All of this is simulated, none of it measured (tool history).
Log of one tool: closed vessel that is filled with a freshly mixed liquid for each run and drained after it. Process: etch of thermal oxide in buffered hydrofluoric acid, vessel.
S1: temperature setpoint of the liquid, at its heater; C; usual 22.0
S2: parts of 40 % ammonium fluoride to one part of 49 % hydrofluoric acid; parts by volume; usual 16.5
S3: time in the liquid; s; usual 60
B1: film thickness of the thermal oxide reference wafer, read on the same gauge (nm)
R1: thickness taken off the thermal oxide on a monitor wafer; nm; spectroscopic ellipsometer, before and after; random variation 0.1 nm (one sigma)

{"run": 1, "hour": 0.0, "S1": 22.0, "S2": 16.5, "S3": 60, "B1": 99.99, "R1": 31.88}
{"run": 2, "hour": 24.3, "S1": 22.0, "S2": 16.5, "S3": 60, "B1": 100.0, "R1": 31.82}
{"run": 3, "hour": 44.2, "S1": 22.0, "S2": 16.5, "S3": 60, "B1": 100.0, "R1": 31.76}
{"run": 4, "hour": 64.1, "S1": 19.0, "S2": 16.5, "S3": 60, "B1": 99.99, "R1": 26.8}
{"run": 5, "hour": 93.6, "S1": 19.0, "S2": 16.5, "S3": 60, "B1": 100.02, "R1": 26.69}
{"run": 6, "hour": 109.1, "S1": 22.0, "S2": 16.5, "S3": 35, "B1": 100.0, "R1": 18.44}
{"run": 7, "hour": 129.3, "S1": 22.0, "S2": 16.5, "S3": 35, "B1": 99.97, "R1": 18.45}
{"run": 8, "hour": 164.4, "S1": 22.0, "S2": 16.5, "S3": 35, "B1": 100.0, "R1": 18.43}
{"run": 9, "hour": 197.7, "S1": 22.0, "S2": 20.0, "S3": 30, "B1": 100.0, "R1": 13.05}
{"run": 10, "hour": 211.5, "S1": 22.0, "S2": 20.0, "S3": 30, "B1": 100.0, "R1": 13.03}
{"run": 11, "hour": 230.3, "S1": 22.0, "S2": 20.0, "S3": 30, "B1": 99.99, "R1": 13.09}
{"run": 12, "hour": 253.7, "S1": 22.0, "S2": 16.5, "S3": 70, "B1": 100.02, "R1": 37.0}
{"run": 13, "hour": 269.0, "S1": 22.0, "S2": 16.5, "S3": 70, "B1": 100.01, "R1": 36.86}
{"hour": 271.5, "done": "hydrofluoric acid flow meter replaced"}
{"run": 14, "hour": 348.3, "S1": 22.0, "S2": 16.5, "S3": 70, "B1": 100.0, "R1": 36.62}
{"run": 15, "hour": 370.3, "S1": 25.0, "S2": 11.0, "S3": 30, "B1": 100.0, "R1": 27.63}
{"hour": 382.9, "done": "thermometer replaced"}
{"hour": 385.5, "done": "gauge calibrated"}
{"run": 16, "hour": 386.8, "S1": 22.0, "S2": 16.5, "S3": 60, "B1": 100.01, "R1": 32.99}
{"run": 17, "hour": 456.1, "S1": 19.5, "S2": 21.0, "S3": 60, "B1": 100.01, "R1": 22.73}
{"run": 18, "hour": 486.0, "S1": 19.0, "S2": 16.5, "S3": 85, "B1": 99.98, "R1": 39.17}
{"run": 19, "hour": 501.4, "S1": 22.0, "S2": 20.0, "S3": 30, "B1": 100.01, "R1": 13.54}
{"run": 20, "hour": 533.6, "S1": 19.0, "S2": 16.5, "S3": 60, "B1": 100.01, "R1": 27.56}
{"run": 21, "hour": 548.0, "S1": 22.0, "S2": 16.5, "S3": 60, "B1": 100.0, "R1": 32.71}
{"run": 22, "hour": 561.5, "S1": 27.0, "S2": 18.0, "S3": 75, "B1": 99.98, "R1": 49.28}
{"run": 23, "hour": 574.3, "S1": 25.5, "S2": 16.5, "S3": 70, "B1": 99.98, "R1": 45.85}
{"run": 24, "hour": 597.9, "S1": 17.5, "S2": 14.0, "S3": 30, "B1": 100.0, "R1": 14.87}
{"run": 25, "hour": 619.6, "S1": 25.5, "S2": 16.5, "S3": 60, "B1": 100.0, "R1": 39.54}
{"run": 26, "hour": 653.7, "S1": 24.0, "S2": 13.0, "S3": 30, "B1": 99.98, "R1": 22.99}
{"run": 27, "hour": 666.1, "S1": 19.0, "S2": 16.5, "S3": 60, "B1": 99.99, "R1": 27.4}
{"run": 28, "hour": 682.8, "S1": 26.0, "S2": 18.5, "S3": 90, "B1": 100.0, "R1": 54.4}
{"run": 29, "hour": 709.5, "S1": 25.5, "S2": 11.5, "S3": 80, "B1": 100.0, "R1": 74.65}
{"run": 30, "hour": 738.0, "S1": 20.5, "S2": 19.0, "S3": 30, "B1": 99.98, "R1": 13.03}
{"run": 31, "hour": 768.4, "S1": 22.0, "S2": 22.5, "S3": 60, "B1": 100.0, "R1": 24.64}
{"run": 32, "hour": 783.4, "S1": 25.5, "S2": 16.5, "S3": 35, "B1": 100.02, "R1": 23.05}
{"run": 33, "hour": 798.8, "S1": 22.0, "S2": 20.0, "S3": 60, "B1": 99.98, "R1": 26.96}

4 ways to go on from here, each from the tool as it stands after run 33. What would each give?
{"run": "A", "hour": 799.5, "S1": 22.0, "S2": 16.5, "S3": 60, "B1": "?", "R1": "?"}
{"run": "B", "hour": 799.5, "S1": 17.0, "S2": 12.5, "S3": 45, "B1": "?", "R1": "?"}
{"run": "C", "hour": 799.5, "S1": 18.0, "S2": 16.5, "S3": 60, "B1": "?", "R1": "?"}
{"run": "D", "hour": 799.5, "S1": 25.5, "S2": 14.0, "S3": 30, "B1": "?", "R1": "?"}

run=A B1=100.01 R1=32.37
run=B B1=100.01 R1=24.06
run=C B1=100.01 R1=25.85
run=D B1=100.01 R1=23.04
Without the tool's hidden state the same runs would have given:
run=A R1=32.82
run=B R1=24.41
run=C R1=26.22
run=D R1=23.36
